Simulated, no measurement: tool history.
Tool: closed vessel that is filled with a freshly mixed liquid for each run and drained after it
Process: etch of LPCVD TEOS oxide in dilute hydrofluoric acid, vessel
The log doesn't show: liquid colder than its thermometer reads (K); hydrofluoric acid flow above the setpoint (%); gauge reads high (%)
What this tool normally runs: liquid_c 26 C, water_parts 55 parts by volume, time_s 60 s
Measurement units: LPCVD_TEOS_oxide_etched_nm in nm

| run | hour | liquid_c | water_parts | time_s | wafers since the last listed run | hours since the thermometer was replaced | hours since the hydrofluoric acid flow meter was replaced | hours since the gauge calibration | read-back film thickness of the LPCVD TEOS oxide reference wafer, read on the same gauge (nm) | LPCVD_TEOS_oxide_etched_nm |
|---|---|---|---|---|---|---|---|---|---|---|
| 1 | 0 | 26 | 55 | 60 | 0 | 2661.2 | 1187.6 | 128.5 | 99.99 | 33.89 |
| 2 | 13.4 | 26 | 55 | 60 | 1964 | 2674.6 | 1201 | 141.9 | 100.01 | 33.67 |
| 3 | 34.2 | 26 | 55 | 60 | 3049 | 2695.4 | 1221.8 | 162.7 | 100.03 | 33.64 |
| 4 | 59.4 | 26 | 55 | 60 | 3694 | 2720.6 | 1247 | 187.9 | 100.01 | 33.65 |
| 5 | 94 | 26 | 55 | 60 | 5072 | 2755.2 | 1281.6 | 222.5 | 100.04 | 33.68 |
|  | 108.8 | gauge calibrated |
| 6 | 126.8 | 26 | 55 | 60 | 4808 | 2788 | 1314.4 | 18 | 99.97 | 33.59 |
| 7 | 162.5 | 26 | 55 | 60 | 5233 | 2823.7 | 1350.1 | 53.7 | 99.96 | 33.53 |
| 8 | 176.8 | 27.5 | 45 | 60 | 2096 | 2838 | 1364.4 | 68 | 100.03 | 44.42 |
| 9 | 194 | 23 | 55 | 60 | 2521 | 2855.2 | 1381.6 | 85.2 | 100 | 29.84 |
| 10 | 215.5 | 22 | 55 | 50 | 3151 | 2876.7 | 1403.1 | 106.7 | 99.99 | 24.04 |
|  | 238.7 | thermometer replaced |
| 11 | 243.9 | 28 | 30 | 85 | 4016 | 5.2 | 1431.5 | 135.1 | 99.98 | 98.31 |
|  | 256.4 | hydrofluoric acid flow meter replaced |
| 12 | 266.6 | 24.5 | 65 | 80 | 3181 | 27.9 | 10.2 | 157.8 | 99.98 | 35.15 |
| 13 | 292 | 26 | 65 | 45 | 3723 | 53.3 | 35.6 | 183.2 | 99.96 | 20.95 |
|  | 302.7 | gauge calibrated |
| 14 | 312.8 | 26 | 55 | 60 | 3049 | 74.1 | 56.4 | 10.1 | 99.98 | 33.8 |
| 15 | 335 | 29.5 | 55 | 60 | 3254 | 96.3 | 78.6 | 32.3 | 99.97 | 38.9 |

Consider 5 possible next runs. They are alternatives, not a sequence: every one starts from the tool as it was left by run 15. What does each give?
| A | 335.7 | 27.5 | 55 | 60 | 102 | 97 | 79.3 | 33 | ? | ? |
| B | 335.7 | 26 | 45 | 35 | 102 | 97 | 79.3 | 33 | ? | ? |
| C | 335.7 | 30.5 | 30 | 75 | 102 | 97 | 79.3 | 33 | ? | ? |
| D | 335.7 | 28 | 55 | 80 | 102 | 97 | 79.3 | 33 | ? | ? |
| E | 335.7 | 23.5 | 85 | 60 | 102 | 97 | 79.3 | 33 | ? | ? |

| run | read-back film thickness of the LPCVD TEOS oxide reference wafer, read on the same gauge (nm) | LPCVD_TEOS_oxide_etched_nm |
|---|---|---|
| A | 99.98 | 35.96 |
| B | 99.98 | 24.48 |
| C | 99.98 | 96.47 |
| D | 99.98 | 48.91 |
| E | 99.98 | 19.05 |
Without the tool's hidden state the same runs would have given:
| run | LPCVD_TEOS_oxide_etched_nm |
|---|---|
| A | 35.96 |
| B | 24.48 |
| C | 96.47 |
| D | 48.91 |
| E | 19.05 |

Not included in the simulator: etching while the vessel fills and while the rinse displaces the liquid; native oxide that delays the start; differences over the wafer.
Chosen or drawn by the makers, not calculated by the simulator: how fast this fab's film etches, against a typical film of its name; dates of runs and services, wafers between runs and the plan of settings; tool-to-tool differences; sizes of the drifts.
